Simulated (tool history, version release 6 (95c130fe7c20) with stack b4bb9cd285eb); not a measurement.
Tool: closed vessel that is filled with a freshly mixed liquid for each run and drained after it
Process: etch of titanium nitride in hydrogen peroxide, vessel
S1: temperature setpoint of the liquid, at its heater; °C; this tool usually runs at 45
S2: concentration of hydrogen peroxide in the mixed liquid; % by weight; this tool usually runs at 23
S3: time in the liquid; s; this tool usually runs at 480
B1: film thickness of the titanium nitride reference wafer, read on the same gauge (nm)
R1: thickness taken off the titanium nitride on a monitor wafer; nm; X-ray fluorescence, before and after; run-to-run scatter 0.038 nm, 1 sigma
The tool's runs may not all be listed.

Run 1, hour 0: usual settings but S2 27.5 % by weight; B1 100. Result: R1 19.2 nm.
Run 2, hour 7.4: usual settings; B1 100.03. Result: R1 18.44 nm.
Run 3, hour 16.1: usual settings; B1 100. Result: R1 18.44 nm.
Run 4, hour 24.2: usual settings; B1 100.01. Result: R1 18.45 nm.
Run 5, hour 40.2: usual settings; B1 99.97. Result: R1 18.48 nm.
Run 6, hour 51.5: usual settings but S1 42.5 °C; B1 100.01. Result: R1 15.27 nm.
Run 7, hour 63.1: usual settings but S1 42.5 °C; B1 100.02. Result: R1 15.32 nm.
Run 8, hour 78.2: usual settings but S1 42.5 °C; B1 100.01. Result: R1 15.28 nm.
At hour 87: thermometer replaced.
Run 9, hour 90.3: usual settings; B1 100.03. Result: R1 18.75 nm.
Run 10, hour 97: usual settings; B1 99.98. Result: R1 18.84 nm.
Run 11, hour 105.5: usual settings but S1 49.5 °C, S2 17 % by weight, S3 650 s; B1 99.99. Result: R1 33.03 nm.
At hour 112.2: gauge calibrated.
Run 12, hour 119.6: usual settings; B1 100. Result: R1 18.74 nm.
Run 13, hour 137: usual settings but S1 51.5 °C, S2 19 % by weight, S3 750 s; B1 100.03. Result: R1 45.24 nm.
Run 14, hour 152.7: usual settings but S1 42 °C, S2 26.5 % by weight; B1 100.03. Result: R1 15.44 nm.
At hour 161.9: new drum of peroxide connected.
Run 15, hour 168.9: usual settings but S2 16 % by weight, S3 255 s; B1 99.98. Result: R1 9.19 nm.
Run 16, hour 186.4: usual settings but S1 40.5 °C; B1 99.99. Result: R1 13.31 nm.
At hour 191.5: peroxide flow meter replaced.
Run 17, hour 200.7: usual settings but S2 28 % by weight, S3 260 s; B1 99.99. Result: R1 10.57 nm.
Run 18, hour 214.5: usual settings but S1 38 °C, S2 25.5 % by weight, S3 760 s; B1 99.98. Result: R1 17.68 nm.
Run 19, hour 230.3: usual settings but S1 40 °C, S2 26.5 % by weight; B1 100.02. Result: R1 13.19 nm.
Run 20, hour 244: usual settings but S1 47.5 °C, S3 240 s; B1 100. Result: R1 11.24 nm.
Run 21, hour 251.3: usual settings but S1 37.5 °C, S2 30 % by weight; B1 99.99. Result: R1 11.18 nm.
Run 22, hour 262.3: usual settings but S1 54 °C, S2 26 % by weight; B1 99.98. Result: R1 36.67 nm.
Run 23, hour 284.6: usual settings but S1 49 °C, S3 325 s; B1 99.97. Result: R1 16.86 nm.
Run 24, hour 295.6: usual settings but S1 40.5 °C, S2 29.5 % by weight, S3 260 s; B1 100.02. Result: R1 7.58 nm.
Run 25, hour 313: usual settings; B1 100.02. Result: R1 18.58 nm.
Run 26, hour 323.5: usual settings but S3 715 s; B1 100.03. Result: R1 27.7 nm.
Run 27, hour 329.6: usual settings; B1 99.99. Result: R1 18.54 nm.
Run 28, hour 340.4: usual settings but S1 42 °C, S3 580 s; B1 99.98. Result: R1 17.92 nm.

Predict each of these 5 candidate next runs independently; none follows another, all start after run 28:
Run A, hour 341.2: usual settings; B1 ?. Result: R1 ?.
Run B, hour 341.2: usual settings but S2 30 % by weight, S3 270 s; B1 ?. Result: R1 ?.
Run C, hour 341.2: usual settings but S2 29.5 % by weight; B1 ?. Result: R1 ?.
Run D, hour 341.2: usual settings but S2 25.5 % by weight; B1 ?. Result: R1 ?.
Run E, hour 341.2: usual settings but S1 36.5 °C, S2 19.5 % by weight, S3 625 s; B1 ?. Result: R1 ?.

run     B1     R1
  A  99.98  18.57
  B  99.98  11.07
  C  99.98  19.61
  D  99.98  18.99
  E  99.98  12.16
Without the tool's unlogged condition, the same runs would have read:
run     R1
  A   18.8
  B  11.21
  C  19.86
  D  19.23
  E  12.33

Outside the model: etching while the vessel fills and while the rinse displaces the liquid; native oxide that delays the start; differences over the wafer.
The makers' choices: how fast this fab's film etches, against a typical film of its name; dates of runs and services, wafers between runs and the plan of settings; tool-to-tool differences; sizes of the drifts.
